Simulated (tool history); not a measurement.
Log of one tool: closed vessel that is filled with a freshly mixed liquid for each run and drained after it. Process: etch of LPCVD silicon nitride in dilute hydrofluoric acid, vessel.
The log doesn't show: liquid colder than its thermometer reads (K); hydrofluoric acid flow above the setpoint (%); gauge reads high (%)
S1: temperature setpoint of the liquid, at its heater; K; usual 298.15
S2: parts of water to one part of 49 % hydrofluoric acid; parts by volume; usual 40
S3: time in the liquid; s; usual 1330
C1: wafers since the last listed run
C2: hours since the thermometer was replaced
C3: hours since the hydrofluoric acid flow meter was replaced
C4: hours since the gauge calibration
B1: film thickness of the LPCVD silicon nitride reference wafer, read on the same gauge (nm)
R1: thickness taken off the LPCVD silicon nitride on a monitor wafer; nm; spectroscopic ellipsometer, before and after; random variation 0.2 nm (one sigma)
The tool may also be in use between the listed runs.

run   hour      S1  S2    S3    C1      C2      C3     C4     B1     R1
  1      0  298.15  40  1330     0  1620.4    1507  222.9  29.99  17.61
  2   30.4  298.15  40  1330  1765  1650.8  1537.4  253.3  29.98  17.22
  3   51.5  298.15  40  1510  1225  1671.9  1558.5  274.4     30  20.27
  4   76.4  298.15  40  1510  1446  1696.8  1583.4  299.3  29.98  19.68
  5  110.4  295.65  40  1330  1974  1730.8  1617.4  333.3  30.01  14.41
  6  133.3  295.65  40  1330  1330  1753.7  1640.3  356.2     30  14.61
  7  168.8  295.65  40  1330  2062  1789.2  1675.8  391.7  29.99  14.68
  8  203.2  298.15  40  1330  1998  1823.6  1710.2  426.1     30   17.3
  9  221.2  298.15  40  1330  1045  1841.6  1728.2  444.1     30  17.14
 10  235.7  298.15  55  1535   842  1856.1  1742.7  458.6     30  14.41
 11  263.2  298.15  40  1855  1597  1883.6  1770.2  486.1     30  24.08
     281.6  -- hydrofluoric acid flow meter replaced
 12  282.1  298.15  40  1855  1039  1902.5     0.5    505     30  24.08
 13  297.7  298.15  20  1700   906  1918.1    16.1  520.6  30.02  41.82
 14  309.8  298.15  40   960   702  1930.2    28.2  532.7  29.98  12.32
 15  344.1  298.15  35  1330  1992  1964.5    62.5    567     30  19.42
     346.7  -- gauge calibrated
 16  369.1  298.15  40  2115  1452  1989.5    87.5   22.4  30.01  27.04
 17  392.6  298.15  40  1560  1364    2013     111   45.9  30.02  19.92
     414.3  -- thermometer replaced
 18  414.8  298.15  30  1110  1231     0.5   133.2   68.1  30.01  21.96
 19  428.4  298.15  40  1330   789    14.1   146.8   81.7     30  19.79
 20    456  298.15  30  1330  1603    41.7   174.4  109.3  30.03  26.11
 21  470.8  303.15  25  1330   859    56.5   189.2  124.1     30  43.48
 22  490.2  298.15  25   815  1126    75.9   208.6  143.5  29.98  19.15
 23  509.9  298.15  40  1330  1144    95.6   228.3  163.2  29.98  19.52
 24  527.2  294.65  20   825  1004   112.9   245.6  180.5     30  18.92
 25  558.7  300.65  25  1330  1829   144.4   277.1    212  29.99  37.39

Measured less the same run without the tool's hidden state. The same run-to-run variation is in both; the gauge's scatter may not be:
run     R1
  1  -2.51
  2   -2.5
  3  -2.99
  4  -2.95
  5  -2.24
  6  -2.31
  7  -2.36
  8  -2.78
  9  -2.78
 10  -2.35
 11  -4.01
 12  -4.05
 13  -7.18
 14   -2.1
 15  -3.38
 16  -4.77
 17  -3.56
 18  -0.13
 19  -0.15
 20  -0.25
 21  -0.43
 22  -0.23
 23  -0.26
 24  -0.29
 25  -0.66
